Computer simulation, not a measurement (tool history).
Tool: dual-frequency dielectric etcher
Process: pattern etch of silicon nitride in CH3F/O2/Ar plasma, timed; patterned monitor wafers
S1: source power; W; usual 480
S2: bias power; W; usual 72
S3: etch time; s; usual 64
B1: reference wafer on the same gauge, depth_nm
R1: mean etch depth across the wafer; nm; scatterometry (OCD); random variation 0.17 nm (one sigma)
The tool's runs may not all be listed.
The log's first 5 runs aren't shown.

run	day	S1	S2	S3	B1	R1
# day 5.579: wet clean of the chamber
6	5.6	480	72	64	43.01	47.71
7	6.571	480	72	64	43	47.96
8	8.4	480	72	64	42.98	47.88
9	9.15	480	72	64	43	48.2
10	10.521	480	72	64	43.01	48.43
11	11.479	480	85	64	43	51.17
12	12.229	480	72	64	43.01	48.39
13	12.904	360	83	64	43	47.59
14	13.983	480	62	64	42.98	46.24
15	14.571	480	72	56	42.99	42.72
16	15.654	480	72	64	43.02	49.1
17	16.304	590	85	64	43.04	54.67
# day 16.833: source power generator calibrated
18	17.017	480	65	78.5	43.02	58.54
# day 20.683: upper electrode replaced
19	20.817	580	87	64	42.98	55.16
20	21.775	540	80	64	42.99	52.46
# day 22.7: bias power generator calibrated
21	23.142	400	54	75.5	43.04	51.29
# day 24.325: wet clean of the chamber
22	24.392	480	72	64	43	48.38
23	25.183	480	64	64	43.03	46.91
24	26.221	480	64	64	42.99	46.75
25	26.888	480	72	76.5	43.02	58.14
26	27.683	380	55	64	42.98	42.18
27	28.254	380	78	56.5	42.97	41.74
28	29.562	480	65	58	42.96	42.99
29	30.2	480	58	48.5	42.98	34.57
30	31.229	560	77	49	43.03	40.19

Forecast run 31:
31	32.392	550	72	52	?	?

B1: 43
R1: 41.53 nm
Without the tool's hidden state the same run would have given R1 40.8 nm.
